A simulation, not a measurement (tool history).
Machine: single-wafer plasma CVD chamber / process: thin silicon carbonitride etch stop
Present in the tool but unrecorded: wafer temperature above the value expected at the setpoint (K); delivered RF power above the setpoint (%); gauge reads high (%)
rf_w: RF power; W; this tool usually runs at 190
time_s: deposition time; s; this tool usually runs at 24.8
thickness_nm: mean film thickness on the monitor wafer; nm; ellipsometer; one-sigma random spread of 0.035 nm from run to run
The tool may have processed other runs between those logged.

run	hour	rf_w	time_s	wafers since the last listed run	hours since the last thermocouple change	hours since the last RF generator calibration	hours since the showerhead was replaced	hours since the gauge calibration	read-back reference wafer on the same gauge, thickness_nm	thickness_nm
1	0.0	190	24.8	0	1541.5	1264.7	5197.0	831.8	11.303	13.530
2	95.0	190	24.8	1897	1636.5	1359.7	5292.0	926.8	11.298	13.564
3	225.3	190	24.8	2602	1766.8	1490.0	5422.3	1057.1	11.308	13.521
4	285.5	190	24.8	1202	1827.0	1550.2	5482.5	1117.3	11.293	13.609
5	370.7	160	24.8	1701	1912.2	1635.4	5567.7	1202.5	11.302	12.953
6	419.8	190	24.8	980	1961.3	1684.5	5616.8	1251.6	11.308	13.545
7	467.6	190	24.8	954	2009.1	1732.3	5664.6	1299.4	11.281	13.622
8	547.2	190	21.2	1589	2088.7	1811.9	5744.2	1379.0	11.303	11.587
# hour 606.7: thermocouple changed; heater temperature recalibrated
9	647.2	190	21.2	1837	40.5	1911.9	5844.2	1479.0	11.305	11.661
10	686.0	210	24.8	774	79.3	1950.7	5883.0	1517.8	11.284	13.912
11	780.5	190	24.8	1887	173.8	2045.2	5977.5	1612.3	11.319	13.548
# hour 851.2: showerhead replaced
12	887.1	190	24.8	1969	280.4	2151.8	35.9	1718.9	11.301	13.591
13	960.3	190	21.2	1462	353.6	2225.0	109.1	1792.1	11.308	11.597
14	1060.9	170	29.5	2009	454.2	2325.6	209.7	1892.7	11.301	15.731
# hour 1143.3: RF generator calibrated
15	1158.7	155	20.5	1793	552.0	15.4	307.5	1990.5	11.302	10.662
16	1239.9	190	24.8	1621	633.2	96.6	388.7	2071.7	11.295	13.575
# hour 1248.8: gauge calibrated
17	1329.7	200	28.1	1793	723.0	186.4	478.5	80.9	11.281	15.601
18	1372.4	175	24.8	852	765.7	229.1	521.2	123.6	11.301	13.268
19	1447.1	190	24.8	1492	840.4	303.8	595.9	198.3	11.300	13.530
20	1484.1	190	24.8	739	877.4	340.8	632.9	235.3	11.311	13.580
21	1546.7	190	24.8	1250	940.0	403.4	695.5	297.9	11.307	13.554
22	1594.3	190	21.9	950	987.6	451.0	743.1	345.5	11.292	11.953
23	1813.1	205	27.3	4370	1206.4	669.8	961.9	564.3	11.307	15.187
24	1900.2	170	28.2	1739	1293.5	756.9	1049.0	651.4	11.308	15.030
25	1947.7	205	28.2	948	1341.0	804.4	1096.5	698.9	11.305	15.722

Consider 4 possible next runs. They are alternatives, not a sequence: every one starts from the tool as it was left by run 25. What does each give?
A	1948.1	190	20.1	7	1341.4	804.8	1096.9	699.3	?	?
B	1948.1	190	28.2	7	1341.4	804.8	1096.9	699.3	?	?
C	1948.1	170	28.4	7	1341.4	804.8	1096.9	699.3	?	?
D	1948.1	190	21.3	7	1341.4	804.8	1096.9	699.3	?	?

run	read-back reference wafer on the same gauge, thickness_nm	thickness_nm
A	11.302	10.981
B	11.302	15.406
C	11.302	15.085
D	11.302	11.636
Without the tool's hidden state the same runs would have given:
run	thickness_nm
A	10.981
B	15.406
C	15.085
D	11.636
